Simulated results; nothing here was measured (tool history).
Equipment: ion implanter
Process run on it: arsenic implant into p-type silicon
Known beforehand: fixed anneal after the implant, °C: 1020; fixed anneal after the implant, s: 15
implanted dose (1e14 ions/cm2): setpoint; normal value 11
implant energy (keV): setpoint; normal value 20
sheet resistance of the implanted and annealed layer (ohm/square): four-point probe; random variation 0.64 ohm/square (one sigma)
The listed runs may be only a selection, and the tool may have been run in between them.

run,hour,implanted dose (1e14 ions/cm2),implant energy (keV),wafers since the last listed run,hours since the last dose calibration,hours since the extraction supply was calibrated,hours since the gauge calibration,"read-back reference wafer on the same gauge, sheet resistance",sheet resistance of the implanted and annealed layer (ohm/square)
1,0,13.13,17.5,0,197.2,3535.8,906.7,137.2,129.4
2,131.1,13.13,17.5,1299,328.3,3666.9,1037.8,137,131.03
3,201.4,13.13,17.5,696,398.6,3737.2,1108.1,136.92,128.86
4,249.5,11,23,476,446.7,3785.3,1156.2,136.82,131.82
5,310.7,11,23,606,507.9,3846.5,1217.4,137.17,131.31
6,365.7,11,23,545,562.9,3901.5,1272.4,136.8,130.75
7,424.9,11,20,586,622.1,3960.7,1331.6,136.97,135.06
8,495,11,20,694,692.2,4030.8,1401.7,136.96,134.49
9,556.6,11,22.5,610,753.8,4092.4,1463.3,137.07,130.34
10,627.9,11,22.5,706,825.1,4163.7,1534.6,136.99,130.25
11,690.2,11,20,617,887.4,4226,1596.9,136.93,134.63
12,754.2,12.55,20,634,951.4,4290,1660.9,137,126.44
13,800,12.55,20,453,997.2,4335.8,1706.7,136.92,126.19
14,861.8,12.55,20,612,1059,4397.6,1768.5,136.87,125.15
# hour 924.3: extraction supply calibrated
15,924.8,8.94,20,545,1122,0.5,1831.5,137.04,148.96
# hour 926.3: gauge calibrated
16,944.7,13.4,16.5,197,1141.9,20.4,18.4,136.86,129.8
17,1003.1,13.96,22,578,1200.3,78.8,76.8,137.09,118.53
18,1061.7,11.88,20,580,1258.9,137.4,135.4,136.9,128.62
19,1126.2,11,16,639,1323.4,201.9,199.9,136.97,140.19
20,1283.1,7.78,24.5,1555,1480.3,358.8,356.8,137.02,154.21
21,1322.7,13.96,22,392,1519.9,398.4,396.4,136.82,118.26
# hour 1370: Faraday cup replaced and dose calibrated
22,1373.1,13.09,22.5,420,3.1,448.8,446.8,136.99,121.97
23,1409,11,20,355,39,484.7,482.7,136.98,135.63
24,1465.4,13.45,25,559,95.4,541.1,539.1,137.09,117.19
25,1497.6,11,20,319,127.6,573.3,571.3,136.8,135.58
26,1521.7,13.99,20,238,151.7,597.4,595.4,137.05,122.17
27,1553.1,8.78,20,311,183.1,628.8,626.8,137.01,153.54
28,1591.1,11,24.5,376,221.1,666.8,664.8,136.76,128.01
29,1647.9,8.99,23,562,277.9,723.6,721.6,136.93,146.32
30,1691.2,12.05,24.5,429,321.2,766.9,764.9,137.02,123.04
31,1739.1,13.98,23.5,474,369.1,814.8,812.8,136.85,115.46

Consider 4 possible next runs. They are alternatives, not a sequence: every one starts from the tool as it was left by run 31. What does each give?
A,1739.5,11,20,3,369.5,815.2,813.2,?,?
B,1739.5,9.99,18,3,369.5,815.2,813.2,?,?
C,1739.5,12.32,13.5,3,369.5,815.2,813.2,?,?
D,1739.5,8.25,17.5,3,369.5,815.2,813.2,?,?

run,"read-back reference wafer on the same gauge, sheet resistance",sheet resistance of the implanted and annealed layer (ohm/square)
A,136.73,134.6
B,136.73,144.74
C,136.73,139.68
D,136.73,162.36
Without the tool's hidden state the same runs would have given:
run,sheet resistance of the implanted and annealed layer (ohm/square)
A,135.59
B,145.88
C,140.46
D,163.83
